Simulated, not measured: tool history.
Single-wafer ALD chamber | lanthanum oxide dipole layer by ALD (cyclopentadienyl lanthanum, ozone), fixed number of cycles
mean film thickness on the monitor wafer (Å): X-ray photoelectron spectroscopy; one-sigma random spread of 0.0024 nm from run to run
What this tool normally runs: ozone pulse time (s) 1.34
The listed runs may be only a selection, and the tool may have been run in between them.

run    hour  ozone pulse time (s)  read-back reference wafer on the same gauge, thickness_nm  mean film thickness on the monitor wafer (Å)
  1       0                  1.34                                                      0.472                                          5.46
       37.1  -- ozone generator serviced
  2    49.1                  1.34                                                      0.473                                          5.62
  3   110.3                  1.55                                                      0.473                                          5.68
  4     155                  1.55                                                      0.472                                          5.71
  5   220.4                  1.08                                                      0.472                                          5.34
  6   286.5                  1.08                                                      0.473                                          5.33
      455.9  -- thermocouple changed; heater temperature recalibrated
  7   457.6                  1.08                                                      0.472                                           5.3
  8   506.8                  1.34                                                      0.473                                          5.49
  9   535.3                   1.7                                                      0.473                                          5.67
 10   604.2                   1.7                                                      0.472                                          5.66
 11   645.3                   1.7                                                      0.473                                          5.69
 12   700.7                  1.34                                                      0.473                                           5.5
      713.6  -- ozone generator serviced
 13   736.1                  0.92                                                      0.473                                          5.28
 14   779.3                  0.89                                                      0.473                                          5.21
        807  -- gauge calibrated
 15   843.1                  1.34                                                      0.474                                          5.55
 16   887.1                  1.17                                                      0.474                                          5.47
 17   944.2                  1.34                                                      0.474                                          5.55
 18  1005.9                  1.83                                                      0.473                                          5.78
 19  1062.2                  0.93                                                      0.474                                          5.17
 20  1118.8                  1.68                                                      0.475                                          5.73
     1159.9  -- showerhead replaced
 21  1205.3                  1.66                                                      0.474                                           5.7
     1409.8  -- ozone generator serviced
 22  1410.3                  0.87                                                      0.473                                          5.29
 23  1451.2                  1.51                                                      0.473                                          5.69

Pick out some run-to-run changes in mean film thickness on the monitor wafer (Å). Of each, how much would a tool without hidden state show as well, from the settings, what came in and chance, and how much is left for the hidden state and any gauge scatter not in both results compared?
Hidden state present: wafer temperature above the value expected at the setpoint (K); ozone dose above that of a generator just serviced (%); gauge reads high (%).
Run 1 -> 2: ozone generator serviced. mean film thickness on the monitor wafer (Å) +0.16: hidden state +0.13, all else +0.03.
Run 18 -> 19: ozone pulse time (s) 1.83 -> 0.93. mean film thickness on the monitor wafer (Å) -0.61: hidden state -0.09, all else -0.52.
Run 19 -> 20: ozone pulse time (s) 0.93 -> 1.68. mean film thickness on the monitor wafer (Å) +0.56: hidden state +0.06, all else +0.5.
Run 21 -> 22: ozone pulse time (s) 1.66 -> 0.87, ozone generator serviced. mean film thickness on the monitor wafer (Å) -0.41: hidden state +0.12, all else -0.53.
